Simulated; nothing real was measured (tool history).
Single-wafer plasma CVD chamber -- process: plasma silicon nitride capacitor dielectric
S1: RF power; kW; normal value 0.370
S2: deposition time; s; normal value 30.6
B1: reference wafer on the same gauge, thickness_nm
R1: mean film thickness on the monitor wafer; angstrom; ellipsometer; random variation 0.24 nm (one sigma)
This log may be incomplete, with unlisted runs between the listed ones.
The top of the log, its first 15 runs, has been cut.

Run 16, hour 224.6: usual settings; B1 53.603. Result: R1 440.27 angstrom.
Run 17, hour 234.5: usual settings but S2 35.3 s; B1 53.555. Result: R1 503.85 angstrom.
Run 18, hour 271.8: usual settings but S1 0.425 kW, S2 35.3 s; B1 53.542. Result: R1 535.48 angstrom.
Run 19, hour 288.0: usual settings but S1 0.315 kW; B1 53.555. Result: R1 398.65 angstrom.
Run 20, hour 296.2: usual settings but S1 0.310 kW, S2 33.3 s; B1 53.547. Result: R1 434.48 angstrom.
Run 21, hour 308.2: usual settings but S1 0.425 kW, S2 25.1 s; B1 53.609. Result: R1 382.08 angstrom.
Run 22, hour 320.1: usual settings but S1 0.390 kW; B1 53.652. Result: R1 448.12 angstrom.
At hour 332.9: RF generator calibrated.
Run 23, hour 334.6: usual settings but S1 0.345 kW, S2 26.9 s; B1 53.575. Result: R1 387.23 angstrom.
Run 24, hour 344.2: usual settings; B1 53.594. Result: R1 456.76 angstrom.
Run 25, hour 361.6: usual settings; B1 53.541. Result: R1 453.86 angstrom.
Run 26, hour 372.1: usual settings but S1 0.395 kW, S2 34.1 s; B1 53.573. Result: R1 522.11 angstrom.
At hour 409.8: showerhead replaced.
Run 27, hour 414.6: usual settings but S1 0.400 kW, S2 36.7 s; B1 53.503. Result: R1 565.46 angstrom.
At hour 421.6: gauge calibrated.
Run 28, hour 425.5: usual settings but S1 0.405 kW, S2 29.1 s; B1 53.522. Result: R1 447.60 angstrom.
Run 29, hour 431.7: usual settings but S1 0.390 kW, S2 27.5 s; B1 53.600. Result: R1 414.65 angstrom.
Run 30, hour 444.6: usual settings but S1 0.335 kW, S2 36.6 s; B1 53.590. Result: R1 509.29 angstrom.
Run 31, hour 453.4: usual settings but S1 0.335 kW, S2 36.4 s; B1 53.646. Result: R1 512.25 angstrom.
Run 32, hour 461.7: usual settings but S1 0.415 kW, S2 34.5 s; B1 53.585. Result: R1 539.28 angstrom.
Run 33, hour 476.4: usual settings; B1 53.585. Result: R1 449.82 angstrom.
Run 34, hour 486.5: usual settings; B1 53.609. Result: R1 452.33 angstrom.
Run 35, hour 494.7: usual settings; B1 53.595. Result: R1 448.19 angstrom.
Run 36, hour 504.4: usual settings; B1 53.627. Result: R1 453.80 angstrom.
Run 37, hour 510.7: usual settings; B1 53.602. Result: R1 452.77 angstrom.
Run 38, hour 517.9: usual settings but S1 0.305 kW, S2 25.2 s; B1 53.613. Result: R1 335.33 angstrom.
Run 39, hour 527.2: usual settings but S1 0.420 kW, S2 34.3 s; B1 53.536. Result: R1 537.43 angstrom.

4 ways to go on from here, each from the tool as it stands after run 39. What would each give?
Run A, hour 527.6: usual settings; B1 ?. Result: R1 ?.
Run B, hour 527.6: usual settings but S1 0.425 kW, S2 29.0 s; B1 ?. Result: R1 ?.
Run C, hour 527.6: usual settings but S1 0.420 kW, S2 33.7 s; B1 ?. Result: R1 ?.
Run D, hour 527.6: usual settings but S1 0.440 kW, S2 28.4 s; B1 ?. Result: R1 ?.

run      B1      R1
  A  53.583  448.64
  B  53.583  454.73
  C  53.583  525.52
  D  53.583  452.50
Had the tool no hidden state, the same runs would have come out as:
run      R1
  A  453.95
  B  460.12
  C  531.74
  D  457.86
